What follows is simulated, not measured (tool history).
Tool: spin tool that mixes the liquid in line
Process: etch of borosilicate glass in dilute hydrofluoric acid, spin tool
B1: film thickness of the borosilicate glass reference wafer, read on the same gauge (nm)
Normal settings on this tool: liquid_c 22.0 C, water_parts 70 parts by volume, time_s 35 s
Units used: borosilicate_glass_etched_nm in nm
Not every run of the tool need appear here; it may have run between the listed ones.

run 1 hour=0.0 | liquid_c=22.0 water_parts=70 time_s=35 | B1=89.97 | borosilicate_glass_etched_nm=8.14
run 2 hour=18.3 | liquid_c=22.0 water_parts=70 time_s=35 | B1=90.01 | borosilicate_glass_etched_nm=8.08
-- hour=21.8 gauge calibrated
run 3 hour=45.9 | liquid_c=22.0 water_parts=70 time_s=35 | B1=89.99 | borosilicate_glass_etched_nm=8.10
run 4 hour=73.5 | liquid_c=22.0 water_parts=70 time_s=35 | B1=89.95 | borosilicate_glass_etched_nm=8.09
run 5 hour=86.7 | liquid_c=22.0 water_parts=70 time_s=35 | B1=90.01 | borosilicate_glass_etched_nm=8.18
run 6 hour=106.6 | liquid_c=22.0 water_parts=70 time_s=35 | B1=89.95 | borosilicate_glass_etched_nm=8.08
run 7 hour=129.9 | liquid_c=26.0 water_parts=70 time_s=35 | B1=90.01 | borosilicate_glass_etched_nm=9.55
run 8 hour=157.9 | liquid_c=26.0 water_parts=70 time_s=35 | B1=90.01 | borosilicate_glass_etched_nm=9.56
run 9 hour=170.3 | liquid_c=26.0 water_parts=70 time_s=35 | B1=90.01 | borosilicate_glass_etched_nm=9.56
run 10 hour=202.5 | liquid_c=22.0 water_parts=70 time_s=35 | B1=90.01 | borosilicate_glass_etched_nm=8.10
run 11 hour=227.7 | liquid_c=22.0 water_parts=70 time_s=35 | B1=89.99 | borosilicate_glass_etched_nm=8.10
run 12 hour=248.5 | liquid_c=22.0 water_parts=70 time_s=35 | B1=90.01 | borosilicate_glass_etched_nm=8.11
run 13 hour=272.0 | liquid_c=22.0 water_parts=70 time_s=35 | B1=90.01 | borosilicate_glass_etched_nm=8.10
run 14 hour=294.6 | liquid_c=20.5 water_parts=70 time_s=35 | B1=90.01 | borosilicate_glass_etched_nm=7.63
run 15 hour=315.2 | liquid_c=17.5 water_parts=105 time_s=55 | B1=90.02 | borosilicate_glass_etched_nm=6.78
run 16 hour=340.7 | liquid_c=20.5 water_parts=85 time_s=15 | B1=90.03 | borosilicate_glass_etched_nm=2.64
run 17 hour=372.0 | liquid_c=22.0 water_parts=70 time_s=35 | B1=89.97 | borosilicate_glass_etched_nm=8.09
-- hour=397.5 hydrofluoric acid flow meter replaced
run 18 hour=398.0 | liquid_c=27.0 water_parts=90 time_s=50 | B1=90.00 | borosilicate_glass_etched_nm=10.73
run 19 hour=425.2 | liquid_c=22.0 water_parts=70 time_s=35 | B1=90.01 | borosilicate_glass_etched_nm=8.13
run 20 hour=443.7 | liquid_c=26.0 water_parts=95 time_s=15 | B1=90.00 | borosilicate_glass_etched_nm=2.92
-- hour=453.6 thermometer replaced
-- hour=471.9 gauge calibrated
run 21 hour=474.6 | liquid_c=22.0 water_parts=70 time_s=35 | B1=89.98 | borosilicate_glass_etched_nm=8.06
run 22 hour=496.8 | liquid_c=18.0 water_parts=70 time_s=35 | B1=90.01 | borosilicate_glass_etched_nm=6.89
run 23 hour=528.2 | liquid_c=22.0 water_parts=45 time_s=25 | B1=90.02 | borosilicate_glass_etched_nm=9.33
run 24 hour=555.3 | liquid_c=17.5 water_parts=55 time_s=35 | B1=90.02 | borosilicate_glass_etched_nm=8.68
run 25 hour=582.1 | liquid_c=20.5 water_parts=80 time_s=55 | B1=90.00 | borosilicate_glass_etched_nm=10.33
run 26 hour=614.8 | liquid_c=22.0 water_parts=70 time_s=35 | B1=90.00 | borosilicate_glass_etched_nm=8.10
run 27 hour=636.5 | liquid_c=17.0 water_parts=90 time_s=50 | B1=90.00 | borosilicate_glass_etched_nm=7.16
run 28 hour=662.8 | liquid_c=22.0 water_parts=105 time_s=50 | B1=89.99 | borosilicate_glass_etched_nm=7.42
run 29 hour=687.4 | liquid_c=24.0 water_parts=80 time_s=25 | B1=90.01 | borosilicate_glass_etched_nm=5.42

Give the tool's hidden conditions for every run:
liquid hotter than its thermometer reads (K): 0 on each run
hydrofluoric acid flow below the setpoint (%): 0 on each run
gauge reads high (%): 0 on each run

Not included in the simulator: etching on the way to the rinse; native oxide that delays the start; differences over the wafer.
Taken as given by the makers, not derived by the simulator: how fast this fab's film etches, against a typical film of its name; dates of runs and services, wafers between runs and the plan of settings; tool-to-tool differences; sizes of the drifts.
